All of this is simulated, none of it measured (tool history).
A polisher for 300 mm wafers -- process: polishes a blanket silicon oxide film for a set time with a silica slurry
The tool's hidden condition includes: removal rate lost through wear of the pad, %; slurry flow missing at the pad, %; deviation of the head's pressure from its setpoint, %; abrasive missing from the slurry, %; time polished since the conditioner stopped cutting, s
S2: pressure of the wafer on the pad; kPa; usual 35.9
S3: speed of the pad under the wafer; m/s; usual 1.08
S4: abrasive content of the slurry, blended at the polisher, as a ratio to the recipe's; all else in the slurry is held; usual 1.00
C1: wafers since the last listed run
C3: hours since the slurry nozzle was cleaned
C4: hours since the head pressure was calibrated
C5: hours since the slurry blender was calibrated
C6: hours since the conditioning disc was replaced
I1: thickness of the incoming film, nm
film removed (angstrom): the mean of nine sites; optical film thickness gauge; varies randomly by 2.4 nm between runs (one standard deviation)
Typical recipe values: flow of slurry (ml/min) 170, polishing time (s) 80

run 1 hour=0.0 | flow_of_slurry_(ml/min)=170 S2=35.9 S3=1.08 S4=1.00 polishing_time_(s)=80 | C1=0 wafers_polished_on_this_pad=213 C3=464.6 C4=736.6 C5=106.7 C6=106.9 | I1=1303.7 | film_removed_(angstrom)=2600
run 2 hour=22.5 | flow_of_slurry_(ml/min)=170 S2=35.9 S3=1.08 S4=1.00 polishing_time_(s)=80 | C1=191 wafers_polished_on_this_pad=405 C3=487.1 C4=759.1 C5=129.2 C6=129.4 | I1=1309.3 | film_removed_(angstrom)=2615
-- hour=37.9 worn pad replaced by a new one
run 3 hour=54.6 | flow_of_slurry_(ml/min)=170 S2=35.9 S3=1.08 S4=1.00 polishing_time_(s)=90 | C1=239 wafers_polished_on_this_pad=142 C3=519.2 C4=791.2 C5=161.3 C6=161.5 | I1=1302.1 | film_removed_(angstrom)=2884
run 4 hour=72.4 | flow_of_slurry_(ml/min)=170 S2=35.9 S3=1.08 S4=1.00 polishing_time_(s)=90 | C1=151 wafers_polished_on_this_pad=293 C3=537.0 C4=809.0 C5=179.1 C6=179.3 | I1=1273.6 | film_removed_(angstrom)=2908
run 5 hour=91.1 | flow_of_slurry_(ml/min)=170 S2=35.9 S3=1.08 S4=1.00 polishing_time_(s)=90 | C1=159 wafers_polished_on_this_pad=453 C3=555.7 C4=827.7 C5=197.8 C6=198.0 | I1=1285.8 | film_removed_(angstrom)=2866
-- hour=117.3 worn pad replaced by a new one
run 6 hour=125.6 | flow_of_slurry_(ml/min)=170 S2=35.9 S3=1.08 S4=1.00 polishing_time_(s)=80 | C1=259 wafers_polished_on_this_pad=70 C3=590.2 C4=862.2 C5=232.3 C6=232.5 | I1=1294.8 | film_removed_(angstrom)=2572
run 7 hour=147.6 | flow_of_slurry_(ml/min)=170 S2=35.9 S3=1.08 S4=1.00 polishing_time_(s)=80 | C1=187 wafers_polished_on_this_pad=257 C3=612.2 C4=884.2 C5=254.3 C6=254.5 | I1=1274.6 | film_removed_(angstrom)=2541
-- hour=150.7 conditioning disc replaced and pad reconditioned
run 8 hour=174.1 | flow_of_slurry_(ml/min)=155 S2=35.9 S3=1.24 S4=1.25 polishing_time_(s)=95 | C1=208 wafers_polished_on_this_pad=466 C3=638.7 C4=910.7 C5=280.8 C6=23.4 | I1=1291.2 | film_removed_(angstrom)=3503
-- hour=196.6 worn pad replaced by a new one
run 9 hour=201.4 | flow_of_slurry_(ml/min)=170 S2=35.9 S3=1.08 S4=1.25 polishing_time_(s)=80 | C1=198 wafers_polished_on_this_pad=41 C3=666.0 C4=938.0 C5=308.1 C6=50.7 | I1=1307.0 | film_removed_(angstrom)=2757
-- hour=209.4 head pressure recalibrated
-- hour=211.3 slurry nozzle cleaned
-- hour=216.2 slurry blender recalibrated
run 10 hour=227.4 | flow_of_slurry_(ml/min)=170 S2=46.9 S3=0.92 S4=0.85 polishing_time_(s)=80 | C1=178 wafers_polished_on_this_pad=220 C3=16.1 C4=18.0 C5=11.2 C6=76.7 | I1=1313.7 | film_removed_(angstrom)=2889
run 11 hour=251.8 | flow_of_slurry_(ml/min)=220 S2=35.9 S3=1.08 S4=1.10 polishing_time_(s)=63 | C1=207 wafers_polished_on_this_pad=427 C3=40.5 C4=42.4 C5=35.6 C6=101.1 | I1=1299.9 | film_removed_(angstrom)=2321
-- hour=264.4 worn pad replaced by a new one
run 12 hour=280.1 | flow_of_slurry_(ml/min)=170 S2=35.9 S3=1.08 S4=1.00 polishing_time_(s)=80 | C1=207 wafers_polished_on_this_pad=133 C3=68.8 C4=70.7 C5=63.9 C6=129.4 | I1=1305.7 | film_removed_(angstrom)=2713
run 13 hour=303.3 | flow_of_slurry_(ml/min)=145 S2=26.2 S3=1.38 S4=1.00 polishing_time_(s)=107 | C1=197 wafers_polished_on_this_pad=331 C3=92.0 C4=93.9 C5=87.1 C6=152.6 | I1=1281.8 | film_removed_(angstrom)=3357
run 14 hour=321.0 | flow_of_slurry_(ml/min)=170 S2=35.9 S3=1.08 S4=0.85 polishing_time_(s)=65 | C1=150 wafers_polished_on_this_pad=482 C3=109.7 C4=111.6 C5=104.8 C6=170.3 | I1=1288.3 | film_removed_(angstrom)=2085
-- hour=342.6 worn pad replaced by a new one
run 15 hour=347.5 | flow_of_slurry_(ml/min)=170 S2=24.8 S3=0.78 S4=1.00 polishing_time_(s)=80 | C1=191 wafers_polished_on_this_pad=42 C3=136.2 C4=138.1 C5=131.3 C6=196.8 | I1=1316.6 | film_removed_(angstrom)=1910

3 ways to go on from here, each from the tool as it stands after run 15. What would each give?
run A hour=347.9 | flow_of_slurry_(ml/min)=170 S2=35.9 S3=1.08 S4=1.00 polishing_time_(s)=62 | C1=3 wafers_polished_on_this_pad=45 C3=136.6 C4=138.5 C5=131.7 C6=197.2 | I1=1279.7 | film_removed_(angstrom)=?
run B hour=347.9 | flow_of_slurry_(ml/min)=125 S2=35.9 S3=1.08 S4=1.00 polishing_time_(s)=88 | C1=3 wafers_polished_on_this_pad=45 C3=136.6 C4=138.5 C5=131.7 C6=197.2 | I1=1279.7 | film_removed_(angstrom)=?
run C hour=347.9 | flow_of_slurry_(ml/min)=210 S2=44.1 S3=1.32 S4=1.00 polishing_time_(s)=71 | C1=3 wafers_polished_on_this_pad=45 C3=136.6 C4=138.5 C5=131.7 C6=197.2 | I1=1279.7 | film_removed_(angstrom)=?

run=A film_removed_(angstrom)=2093
run=B film_removed_(angstrom)=2866
run=C film_removed_(angstrom)=3085
With the hidden condition removed and each run's random variation left untouched, the same runs would have given:
run=A film_removed_(angstrom)=2164
run=B film_removed_(angstrom)=2963
run=C film_removed_(angstrom)=3190
